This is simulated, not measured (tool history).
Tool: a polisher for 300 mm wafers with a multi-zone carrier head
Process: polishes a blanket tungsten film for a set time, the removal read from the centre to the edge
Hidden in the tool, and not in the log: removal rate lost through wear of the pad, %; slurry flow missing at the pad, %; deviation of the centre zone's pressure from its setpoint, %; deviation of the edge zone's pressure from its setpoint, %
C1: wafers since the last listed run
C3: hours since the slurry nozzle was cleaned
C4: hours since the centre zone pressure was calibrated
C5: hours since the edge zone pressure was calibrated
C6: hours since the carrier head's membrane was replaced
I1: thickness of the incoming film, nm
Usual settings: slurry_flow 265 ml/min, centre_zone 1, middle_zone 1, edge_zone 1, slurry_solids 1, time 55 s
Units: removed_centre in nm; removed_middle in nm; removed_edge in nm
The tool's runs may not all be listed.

run 1 day=0 | slurry_flow=265 centre_zone=1 middle_zone=1 edge_zone=1 slurry_solids=1 time=55 | C1=0 wafers_polished_on_this_pad=1674 C3=0.5 C4=353.8 C5=192.8 C6=931.1 | I1=990 | removed_centre=186.1 removed_middle=192.4 removed_edge=186.7
run 2 day=3.188 | slurry_flow=265 centre_zone=1 middle_zone=1 edge_zone=1 slurry_solids=1 time=55 | C1=504 wafers_polished_on_this_pad=2178 C3=77 C4=430.3 C5=269.3 C6=1007.6 | I1=1007.6 | removed_centre=185.2 removed_middle=190.2 removed_edge=190.8
run 3 day=7.354 | slurry_flow=265 centre_zone=1 middle_zone=1 edge_zone=1 slurry_solids=1 time=55 | C1=659 wafers_polished_on_this_pad=2837 C3=177 C4=530.3 C5=369.3 C6=1107.6 | I1=1017.3 | removed_centre=183.3 removed_middle=187.3 removed_edge=190.3
-- day=8.483 worn pad replaced by a new one
run 4 day=10.967 | slurry_flow=265 centre_zone=1 middle_zone=1 edge_zone=1 slurry_solids=1 time=55 | C1=545 wafers_polished_on_this_pad=392 C3=263.7 C4=617 C5=456 C6=1194.3 | I1=1021.9 | removed_centre=185.1 removed_middle=186 removed_edge=187.3
run 5 day=14.938 | slurry_flow=265 centre_zone=1 middle_zone=1 edge_zone=1 slurry_solids=1 time=55 | C1=628 wafers_polished_on_this_pad=1020 C3=359 C4=712.3 C5=551.3 C6=1289.6 | I1=1012.3 | removed_centre=180.5 removed_middle=187.5 removed_edge=185.9
-- day=16.496 slurry nozzle cleaned
-- day=16.675 centre zone pressure recalibrated
-- day=16.775 carrier head's membrane replaced by a new one
-- day=23.992 worn pad replaced by a new one
-- day=24.179 edge zone pressure recalibrated
run 6 day=26.512 | slurry_flow=335 centre_zone=1 middle_zone=1 edge_zone=1 slurry_solids=1 time=55 | C1=1755 wafers_polished_on_this_pad=385 C3=240.4 C4=236.1 C5=56 C6=233.7 | I1=1000.9 | removed_centre=187.9 removed_middle=194.4 removed_edge=193.3
run 7 day=28.054 | slurry_flow=335 centre_zone=1 middle_zone=1 edge_zone=1 slurry_solids=1 time=55 | C1=243 wafers_polished_on_this_pad=629 C3=277.4 C4=273.1 C5=93 C6=270.7 | I1=990.4 | removed_centre=188.3 removed_middle=194.4 removed_edge=189.6
run 8 day=30.546 | slurry_flow=265 centre_zone=1 middle_zone=1 edge_zone=1 slurry_solids=1 time=55 | C1=394 wafers_polished_on_this_pad=1023 C3=337.2 C4=332.9 C5=152.8 C6=330.5 | I1=1007.9 | removed_centre=181.9 removed_middle=184.2 removed_edge=188.4
-- day=32.575 slurry nozzle cleaned
run 9 day=34.6 | slurry_flow=265 centre_zone=1 middle_zone=0.89 edge_zone=1 slurry_solids=1 time=55 | C1=634 wafers_polished_on_this_pad=1657 C3=48.6 C4=430.2 C5=250.1 C6=427.8 | I1=1016.1 | removed_centre=187.3 removed_middle=169.9 removed_edge=194
run 10 day=38.271 | slurry_flow=265 centre_zone=1 middle_zone=1 edge_zone=1 slurry_solids=1.25 time=55 | C1=580 wafers_polished_on_this_pad=2238 C3=136.7 C4=518.3 C5=338.2 C6=515.9 | I1=990.7 | removed_centre=200.1 removed_middle=205.6 removed_edge=205.1
run 11 day=42.667 | slurry_flow=265 centre_zone=1 middle_zone=1 edge_zone=1 slurry_solids=1 time=55 | C1=695 wafers_polished_on_this_pad=2933 C3=242.2 C4=623.8 C5=443.7 C6=621.4 | I1=1004.5 | removed_centre=182.8 removed_middle=193.8 removed_edge=189.1
-- day=42.954 worn pad replaced by a new one
-- day=43.142 centre zone pressure recalibrated
run 12 day=44.783 | slurry_flow=265 centre_zone=1.11 middle_zone=1 edge_zone=1.04 slurry_solids=1 time=48 | C1=295 wafers_polished_on_this_pad=275 C3=293 C4=39.4 C5=494.5 C6=672.2 | I1=995.3 | removed_centre=179.4 removed_middle=167 removed_edge=169
run 13 day=49.225 | slurry_flow=265 centre_zone=1 middle_zone=1 edge_zone=1 slurry_solids=1 time=55 | C1=702 wafers_polished_on_this_pad=978 C3=399.6 C4=146 C5=601.1 C6=778.8 | I1=1019 | removed_centre=180.1 removed_middle=186.4 removed_edge=184.1
-- day=49.6 slurry nozzle cleaned
run 14 day=51.179 | slurry_flow=200 centre_zone=1.11 middle_zone=1 edge_zone=1.08 slurry_solids=1 time=55 | C1=302 wafers_polished_on_this_pad=1280 C3=37.9 C4=192.9 C5=648 C6=825.7 | I1=1001.6 | removed_centre=196.8 removed_middle=185.8 removed_edge=190.9
run 15 day=53.962 | slurry_flow=265 centre_zone=1 middle_zone=1 edge_zone=1 slurry_solids=1 time=55 | C1=440 wafers_polished_on_this_pad=1721 C3=104.7 C4=259.7 C5=714.8 C6=892.5 | I1=1012 | removed_centre=186.8 removed_middle=191.3 removed_edge=188.9
-- day=54.604 edge zone pressure recalibrated
run 16 day=56.975 | slurry_flow=310 centre_zone=1 middle_zone=1 edge_zone=1 slurry_solids=1 time=55 | C1=463 wafers_polished_on_this_pad=2184 C3=177 C4=332 C5=56.9 C6=964.8 | I1=1009.9 | removed_centre=189.2 removed_middle=192.7 removed_edge=190.4
run 17 day=59.646 | slurry_flow=265 centre_zone=0.91 middle_zone=0.95 edge_zone=1.06 slurry_solids=1 time=38 | C1=422 wafers_polished_on_this_pad=2606 C3=241.1 C4=396.1 C5=121 C6=1028.9 | I1=996.3 | removed_centre=115 removed_middle=124.3 removed_edge=132.7
-- day=61.108 worn pad replaced by a new one
run 18 day=62.933 | slurry_flow=265 centre_zone=1 middle_zone=1 edge_zone=0.91 slurry_solids=0.9 time=55 | C1=493 wafers_polished_on_this_pad=288 C3=320 C4=475 C5=199.9 C6=1107.8 | I1=989.7 | removed_centre=176.4 removed_middle=183.3 removed_edge=172.7
run 19 day=65.233 | slurry_flow=175 centre_zone=1 middle_zone=0.89 edge_zone=1 slurry_solids=1 time=55 | C1=363 wafers_polished_on_this_pad=652 C3=375.2 C4=530.2 C5=255.1 C6=1163 | I1=1000.1 | removed_centre=164.1 removed_middle=159.1 removed_edge=175.4
-- day=65.738 slurry nozzle cleaned
-- day=68.254 centre zone pressure recalibrated
-- day=70.638 carrier head's membrane replaced by a new one
run 20 day=71.629 | slurry_flow=265 centre_zone=1 middle_zone=1 edge_zone=1 slurry_solids=1 time=55 | C1=958 wafers_polished_on_this_pad=1611 C3=141.4 C4=81 C5=408.6 C6=23.8 | I1=997.1 | removed_centre=184.5 removed_middle=192.5 removed_edge=189.5
run 21 day=75.2 | slurry_flow=330 centre_zone=1 middle_zone=1 edge_zone=0.96 slurry_solids=0.75 time=55 | C1=564 wafers_polished_on_this_pad=2175 C3=227.1 C4=166.7 C5=494.3 C6=109.5 | I1=1012.4 | removed_centre=170.6 removed_middle=175.4 removed_edge=171.7

4 ways to go on from here, each from the tool as it stands after run 21. What would each give?
run A day=75.217 | slurry_flow=265 centre_zone=1 middle_zone=1 edge_zone=0.9 slurry_solids=1 time=55 | C1=2 wafers_polished_on_this_pad=2178 C3=227.5 C4=167.1 C5=494.7 C6=109.9 | I1=1010.8 | removed_centre=? removed_middle=? removed_edge=?
run B day=75.217 | slurry_flow=335 centre_zone=1 middle_zone=1 edge_zone=1 slurry_solids=1 time=61 | C1=2 wafers_polished_on_this_pad=2178 C3=227.5 C4=167.1 C5=494.7 C6=109.9 | I1=1010.8 | removed_centre=? removed_middle=? removed_edge=?
run C day=75.217 | slurry_flow=195 centre_zone=1 middle_zone=0.95 edge_zone=1 slurry_solids=1 time=55 | C1=2 wafers_polished_on_this_pad=2178 C3=227.5 C4=167.1 C5=494.7 C6=109.9 | I1=1010.8 | removed_centre=? removed_middle=? removed_edge=?
run D day=75.217 | slurry_flow=235 centre_zone=1.1 middle_zone=1 edge_zone=1 slurry_solids=1 time=55 | C1=2 wafers_polished_on_this_pad=2178 C3=227.5 C4=167.1 C5=494.7 C6=109.9 | I1=1010.8 | removed_centre=? removed_middle=? removed_edge=?

run=A removed_centre=183.7 removed_middle=190.4 removed_edge=179.8
run=B removed_centre=209.9 removed_middle=217 removed_edge=213.9
run=C removed_centre=173.9 removed_middle=173.7 removed_edge=182.3
run=D removed_centre=198.4 removed_middle=187.1 removed_edge=186.5
Without the tool's hidden state the same runs would have given:
run=A removed_centre=185.8 removed_middle=192.4 removed_edge=181.2
run=B removed_centre=211.8 removed_middle=218.7 removed_edge=215.2
run=C removed_centre=176.8 removed_middle=176.2 removed_edge=184.3
run=D removed_centre=201.1 removed_middle=189.3 removed_edge=188.2

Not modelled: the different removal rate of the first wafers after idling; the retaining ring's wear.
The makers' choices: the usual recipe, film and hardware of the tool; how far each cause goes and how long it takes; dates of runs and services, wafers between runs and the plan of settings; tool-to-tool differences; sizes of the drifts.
